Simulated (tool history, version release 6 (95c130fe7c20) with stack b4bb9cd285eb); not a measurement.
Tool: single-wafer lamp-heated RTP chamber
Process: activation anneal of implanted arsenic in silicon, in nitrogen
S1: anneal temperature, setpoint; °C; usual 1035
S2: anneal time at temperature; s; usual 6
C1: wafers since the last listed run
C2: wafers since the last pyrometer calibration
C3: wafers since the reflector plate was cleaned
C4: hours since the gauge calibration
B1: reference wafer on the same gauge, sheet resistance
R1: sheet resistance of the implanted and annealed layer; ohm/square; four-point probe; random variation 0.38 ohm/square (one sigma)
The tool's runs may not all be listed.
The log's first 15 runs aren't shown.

Run 16, hour 172.6: usual settings but S2 7 s; C1 128; C2 967; C3 460; C4 268.3; B1 200.96. Result: R1 174.30 ohm/square.
Run 17, hour 181.6: usual settings but S1 1061 °C, S2 7 s; C1 87; C2 1054; C3 548; C4 277.3; B1 201.11. Result: R1 154.27 ohm/square.
Run 18, hour 198.0: usual settings; C1 160; C2 1215; C3 708; C4 293.7; B1 200.91. Result: R1 178.63 ohm/square.
Run 19, hour 205.7: usual settings but S1 1044 °C, S2 3 s; C1 75; C2 1290; C3 783; C4 301.4; B1 201.10. Result: R1 192.77 ohm/square.
Run 20, hour 215.6: usual settings; C1 96; C2 1386; C3 880; C4 311.3; B1 201.15. Result: R1 178.77 ohm/square.
Run 21, hour 221.8: usual settings but S1 1019 °C, S2 9 s; C1 60; C2 1447; C3 941; C4 317.5; B1 201.04. Result: R1 179.78 ohm/square.
At hour 224.4: gauge calibrated.
Run 22, hour 228.1: usual settings; C1 61; C2 1508; C3 1002; C4 3.7; B1 201.21. Result: R1 179.25 ohm/square.
Run 23, hour 236.0: usual settings but S1 1054 °C; C1 77; C2 1586; C3 1079; C4 11.6; B1 201.06. Result: R1 163.76 ohm/square.
Run 24, hour 251.4: usual settings but S2 4 s; C1 150; C2 1736; C3 1230; C4 27.0; B1 201.07. Result: R1 191.57 ohm/square.
At hour 269.5: pyrometer window cleaned and pyrometer calibrated.
Run 25, hour 270.0: usual settings but S1 1043 °C, S2 4 s; C1 103; C2 4; C3 1333; C4 45.6; B1 201.05. Result: R1 184.53 ohm/square.
Run 26, hour 270.3: usual settings but S1 1049 °C, S2 4 s; C1 2; C2 7; C3 1336; C4 45.9; B1 201.02. Result: R1 180.48 ohm/square.
Run 27, hour 282.0: usual settings but S1 1061 °C; C1 114; C2 121; C3 1450; C4 57.6; B1 201.08. Result: R1 159.45 ohm/square.
Run 28, hour 299.0: usual settings but S1 1026 °C, S2 3 s; C1 165; C2 287; C3 1616; C4 74.6; B1 201.14. Result: R1 206.35 ohm/square.
Run 29, hour 315.1: usual settings but S1 1044 °C, S2 8 s; C1 157; C2 445; C3 1773; C4 90.7; B1 200.88. Result: R1 162.49 ohm/square.
Run 30, hour 331.1: usual settings; C1 156; C2 601; C3 1930; C4 106.7; B1 201.00. Result: R1 178.46 ohm/square.
Run 31, hour 337.9: usual settings but S1 1021 °C; C1 66; C2 667; C3 1996; C4 113.5; B1 200.98. Result: R1 190.46 ohm/square.
Run 32, hour 347.4: usual settings but S1 1049 °C, S2 5 s; C1 92; C2 760; C3 2089; C4 123.0; B1 201.06. Result: R1 173.78 ohm/square.
Run 33, hour 363.8: usual settings; C1 160; C2 920; C3 2249; C4 139.4; B1 200.97. Result: R1 179.20 ohm/square.
Run 34, hour 372.8: usual settings but S1 1063 °C; C1 87; C2 1008; C3 2337; C4 148.4; B1 200.89. Result: R1 157.27 ohm/square.
Run 35, hour 381.2: usual settings; C1 82; C2 1090; C3 2419; C4 156.8; B1 201.10. Result: R1 178.62 ohm/square.
Run 36, hour 389.9: usual settings but S1 1049 °C; C1 84; C2 1175; C3 2504; C4 165.5; B1 200.97. Result: R1 167.43 ohm/square.
Run 37, hour 419.0: usual settings; C1 284; C2 1459; C3 2788; C4 194.6; B1 200.97. Result: R1 178.09 ohm/square.

Forecast each of these 4 alternatives for the next run:
Run A, hour 419.4: usual settings; C1 3; C2 1463; C3 2792; C4 195.0; B1 ?. Result: R1 ?.
Run B, hour 419.4: usual settings but S1 1060 °C; C1 3; C2 1463; C3 2792; C4 195.0; B1 ?. Result: R1 ?.
Run C, hour 419.4: usual settings but S1 1048 °C; C1 3; C2 1463; C3 2792; C4 195.0; B1 ?. Result: R1 ?.
Run D, hour 419.4: usual settings but S1 1014 °C, S2 3 s; C1 3; C2 1463; C3 2792; C4 195.0; B1 ?. Result: R1 ?.

run      B1      R1
  A  200.96  179.38
  B  200.96  159.87
  C  200.96  168.81
  D  200.96  216.04
Without the tool's hidden state the same runs would have given:
run      R1
  A  179.38
  B  159.87
  C  168.81
  D  216.04

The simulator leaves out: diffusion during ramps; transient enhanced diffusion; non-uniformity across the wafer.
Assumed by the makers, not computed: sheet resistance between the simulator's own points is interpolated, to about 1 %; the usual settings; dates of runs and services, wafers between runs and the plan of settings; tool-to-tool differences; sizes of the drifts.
